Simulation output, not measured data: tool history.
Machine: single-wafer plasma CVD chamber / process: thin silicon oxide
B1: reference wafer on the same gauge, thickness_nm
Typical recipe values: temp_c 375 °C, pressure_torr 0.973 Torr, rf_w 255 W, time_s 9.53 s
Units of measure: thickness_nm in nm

Run 1, hour 0.0: usual settings but time_s 11.04 s; B1 24.700. Result: thickness_nm 25.509 nm.
Run 2, hour 31.8: usual settings but time_s 11.04 s; B1 24.686. Result: thickness_nm 25.325 nm.
Run 3, hour 81.1: usual settings; B1 24.685. Result: thickness_nm 22.023 nm.
Run 4, hour 152.9: usual settings; B1 24.709. Result: thickness_nm 22.019 nm.
Run 5, hour 191.4: usual settings but rf_w 215 W; B1 24.692. Result: thickness_nm 20.373 nm.
At hour 330.2: gauge calibrated.
Run 6, hour 379.4: usual settings but rf_w 215 W; B1 24.695. Result: thickness_nm 20.342 nm.
Run 7, hour 440.6: usual settings but temp_c 369 °C; B1 24.721. Result: thickness_nm 22.182 nm.
At hour 462.4: RF generator calibrated.
Run 8, hour 490.1: usual settings; B1 24.709. Result: thickness_nm 22.131 nm.
At hour 542.9: thermocouple changed; heater temperature recalibrated.
Run 9, hour 551.9: usual settings; B1 24.702. Result: thickness_nm 22.202 nm.
Run 10, hour 599.1: usual settings but pressure_torr 1.214 Torr, time_s 8.23 s; B1 24.674. Result: thickness_nm 21.585 nm.
Run 11, hour 668.4: usual settings but temp_c 380 °C, pressure_torr 1.043 Torr, rf_w 295 W, time_s 11.12 s; B1 24.711. Result: thickness_nm 28.383 nm.
At hour 736.0: showerhead replaced.
Run 12, hour 738.2: usual settings but pressure_torr 1.080 Torr, time_s 10.79 s; B1 24.689. Result: thickness_nm 26.387 nm.
Run 13, hour 795.3: usual settings but temp_c 383 °C, pressure_torr 1.160 Torr, rf_w 210 W, time_s 8.37 s; B1 24.716. Result: thickness_nm 19.217 nm.
Run 14, hour 830.1: usual settings but pressure_torr 0.803 Torr, time_s 11.43 s; B1 24.704. Result: thickness_nm 23.343 nm.
Run 15, hour 869.2: usual settings; B1 24.710. Result: thickness_nm 22.012 nm.
Run 16, hour 940.3: usual settings; B1 24.707. Result: thickness_nm 22.100 nm.
Run 17, hour 1010.7: usual settings; B1 24.711. Result: thickness_nm 22.031 nm.
Run 18, hour 1038.7: usual settings; B1 24.700. Result: thickness_nm 21.922 nm.
At hour 1085.3: capacitance manometer re-zeroed and calibrated.
Run 19, hour 1085.8: usual settings but temp_c 387 °C; B1 24.708. Result: thickness_nm 21.953 nm.
Run 20, hour 1144.1: usual settings but pressure_torr 1.121 Torr, time_s 11.08 s; B1 24.694. Result: thickness_nm 27.792 nm.
Run 21, hour 1326.8: usual settings but pressure_torr 1.045 Torr, time_s 10.52 s; B1 24.711. Result: thickness_nm 25.374 nm.
Run 22, hour 1389.6: usual settings but temp_c 361 °C, pressure_torr 1.184 Torr, rf_w 290 W; B1 24.717. Result: thickness_nm 26.242 nm.
Run 23, hour 1431.5: usual settings but temp_c 363 °C, pressure_torr 0.757 Torr, rf_w 270 W, time_s 8.99 s; B1 24.704. Result: thickness_nm 18.277 nm.
Run 24, hour 1478.6: usual settings; B1 24.682. Result: thickness_nm 22.031 nm.
Run 25, hour 1530.6: usual settings but time_s 10.48 s; B1 24.700. Result: thickness_nm 24.154 nm.
Run 26, hour 1618.8: usual settings but temp_c 383 °C, pressure_torr 1.160 Torr, rf_w 210 W, time_s 8.37 s; B1 24.681. Result: thickness_nm 19.154 nm.
Run 27, hour 1657.4: usual settings but temp_c 381 °C, rf_w 220 W; B1 24.715. Result: thickness_nm 20.391 nm.
Run 28, hour 1717.6: usual settings; B1 24.701. Result: thickness_nm 22.063 nm.
Run 29, hour 1778.7: usual settings but pressure_torr 0.745 Torr; B1 24.703. Result: thickness_nm 18.600 nm.
Run 30, hour 1814.2: usual settings; B1 24.674. Result: thickness_nm 22.133 nm.

What if the next run were any one of these 3? Each begins from the tool's condition after run 30:
Run A, hour 1814.6: usual settings; B1 ?. Result: thickness_nm ?.
Run B, hour 1814.6: usual settings but pressure_torr 0.802 Torr, time_s 8.04 s; B1 ?. Result: thickness_nm ?.
Run C, hour 1814.6: usual settings but temp_c 368 °C, pressure_torr 1.085 Torr; B1 ?. Result: thickness_nm ?.

run      B1  thickness_nm
  A  24.694        21.913
  B  24.694        16.323
  C  24.694        23.339
With the hidden condition removed and each run's random variation left untouched, the same runs would have given:
run  thickness_nm
  A        21.913
  B        16.323
  C        23.339

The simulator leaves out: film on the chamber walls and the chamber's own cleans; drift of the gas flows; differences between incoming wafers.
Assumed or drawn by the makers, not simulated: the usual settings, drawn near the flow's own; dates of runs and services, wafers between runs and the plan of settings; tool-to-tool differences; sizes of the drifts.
